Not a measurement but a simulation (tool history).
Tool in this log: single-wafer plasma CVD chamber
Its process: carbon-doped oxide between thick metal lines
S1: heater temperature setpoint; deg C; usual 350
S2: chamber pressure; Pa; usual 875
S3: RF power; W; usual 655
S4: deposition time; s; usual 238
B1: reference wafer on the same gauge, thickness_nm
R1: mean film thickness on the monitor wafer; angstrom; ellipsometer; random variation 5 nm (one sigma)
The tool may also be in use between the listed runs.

run 1 hour=0 | S1=350 S2=875 S3=655 S4=238 | B1=1680.43 | R1=16472.86
run 2 hour=43.3 | S1=350 S2=875 S3=655 S4=238 | B1=1681.401 | R1=16527.45
run 3 hour=73.9 | S1=350 S2=875 S3=655 S4=238 | B1=1680.311 | R1=16508.74
run 4 hour=122.1 | S1=346 S2=995 S3=655 S4=238 | B1=1679.706 | R1=16815.45
run 5 hour=181.5 | S1=346 S2=995 S3=655 S4=238 | B1=1680.045 | R1=16908.91
run 6 hour=220.4 | S1=350 S2=875 S3=655 S4=238 | B1=1680.227 | R1=16615.51
run 7 hour=277.8 | S1=350 S2=875 S3=655 S4=238 | B1=1679.473 | R1=16519.13
run 8 hour=466.2 | S1=350 S2=875 S3=655 S4=238 | B1=1679.964 | R1=16540.01
run 9 hour=518.8 | S1=350 S2=875 S3=655 S4=238 | B1=1679.203 | R1=16631.11
run 10 hour=556.7 | S1=350 S2=875 S3=655 S4=238 | B1=1681.043 | R1=16523.37
run 11 hour=582.5 | S1=350 S2=875 S3=655 S4=238 | B1=1679.458 | R1=16570.48
-- hour=608.9 showerhead replaced
run 12 hour=641.3 | S1=350 S2=875 S3=655 S4=238 | B1=1679.424 | R1=16508.83
run 13 hour=705.7 | S1=350 S2=875 S3=655 S4=238 | B1=1681.349 | R1=16724.82
-- hour=839.8 thermocouple changed; heater temperature recalibrated
run 14 hour=893.1 | S1=350 S2=875 S3=655 S4=238 | B1=1679.271 | R1=16333.69
run 15 hour=939.5 | S1=346 S2=995 S3=655 S4=238 | B1=1679.852 | R1=16619.17
run 16 hour=965.1 | S1=350 S2=875 S3=655 S4=238 | B1=1679.866 | R1=16335.77
-- hour=1006.2 gauge calibrated
run 17 hour=1021.5 | S1=350 S2=875 S3=655 S4=238 | B1=1680.448 | R1=16307.65

The next listed run, before its measurement:
-- hour=1044.3 RF generator calibrated
run 18 hour=1090.1 | S1=350 S2=875 S3=700 S4=224 | B1=? | R1=?

{"run 18": {"B1": 1679.847, "R1": 16390.83}}
If the tool had no hidden condition, the same run with the same run-to-run variation would have returned R1 16361.63 angstrom.
